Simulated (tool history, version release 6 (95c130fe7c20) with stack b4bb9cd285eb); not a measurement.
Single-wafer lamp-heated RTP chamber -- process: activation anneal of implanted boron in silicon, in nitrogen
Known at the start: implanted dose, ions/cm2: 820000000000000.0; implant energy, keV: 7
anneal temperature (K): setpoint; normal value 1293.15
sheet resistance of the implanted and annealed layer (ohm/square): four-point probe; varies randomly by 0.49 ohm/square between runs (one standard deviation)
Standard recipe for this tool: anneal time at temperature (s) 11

run,hour,anneal temperature (K),anneal time at temperature (s),"read-back reference wafer on the same gauge, sheet resistance",sheet resistance of the implanted and annealed layer (ohm/square)
1,0.0,1282.15,7,150.90,182.79
# hour 51.6: reflector plate cleaned
2,52.1,1293.15,16,150.93,175.24
3,105.9,1293.15,16,151.05,175.14
# hour 172.6: gauge calibrated
# hour 178.8: pyrometer window cleaned and pyrometer calibrated
4,413.5,1293.15,11,151.04,176.40
# hour 436.4: pyrometer window cleaned and pyrometer calibrated
5,504.4,1293.15,11,151.07,177.93
# hour 539.0: reflector plate cleaned
6,563.0,1293.15,11,151.07,177.86
7,670.9,1293.15,11,151.01,176.55
# hour 680.9: pyrometer window cleaned and pyrometer calibrated
8,755.9,1293.15,11,151.07,177.92

The next listed run, before its measurement:
9,850.4,1275.15,17,?,?

read-back reference wafer on the same gauge, sheet resistance: 150.96
sheet resistance of the implanted and annealed layer (ohm/square): 180.10
Without the tool's hidden state the same run would have given sheet resistance of the implanted and annealed layer (ohm/square) 185.63.
